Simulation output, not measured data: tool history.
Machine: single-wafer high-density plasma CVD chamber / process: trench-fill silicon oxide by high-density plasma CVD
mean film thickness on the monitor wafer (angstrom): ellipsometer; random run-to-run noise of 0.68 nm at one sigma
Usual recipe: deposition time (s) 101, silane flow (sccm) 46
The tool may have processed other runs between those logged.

run   hour  deposition time (s)  silane flow (sccm)  read-back reference wafer on the same gauge, thickness_nm  mean film thickness on the monitor wafer (angstrom)
  1      0                   95                  46                                                    443.954                                              4279.17
  2    8.3                   94                  46                                                    444.081                                              4230.19
  3   47.4                   94                  46                                                    444.001                                              4233.59
  4   60.4                  101                  52                                                    443.928                                              5138.71
  5   76.9                  101                  42                                                    444.124                                              4156.39
      99.2  -- gauge calibrated
  6  109.6                  113                  43                                                    444.113                                              4767.14
     118.6  -- silane flow controller replaced
  7  120.5                  113                  43                                                    444.017                                              4771.74
  8  128.3                  101                  46                                                    444.001                                              4562.11
  9  139.9                   91                  37                                                    443.981                                              3311.68
 10  151.1                  107                  41                                                    444.053                                              4308.83
 11  167.5                  118                  46                                                    443.901                                              5318.14
 12  177.5                  119                  53                                                    444.008                                              6165.14
 13  185.2                  101                  46                                                    443.967                                              4557.05
 14  194.6                  117                  40                                                    444.069                                               4591.4

Exercise: give the hidden state of the tool at every run:
delivered silane flow above the setpoint (%): 0 across all the runs
gauge reads high (%): 0 across all the runs
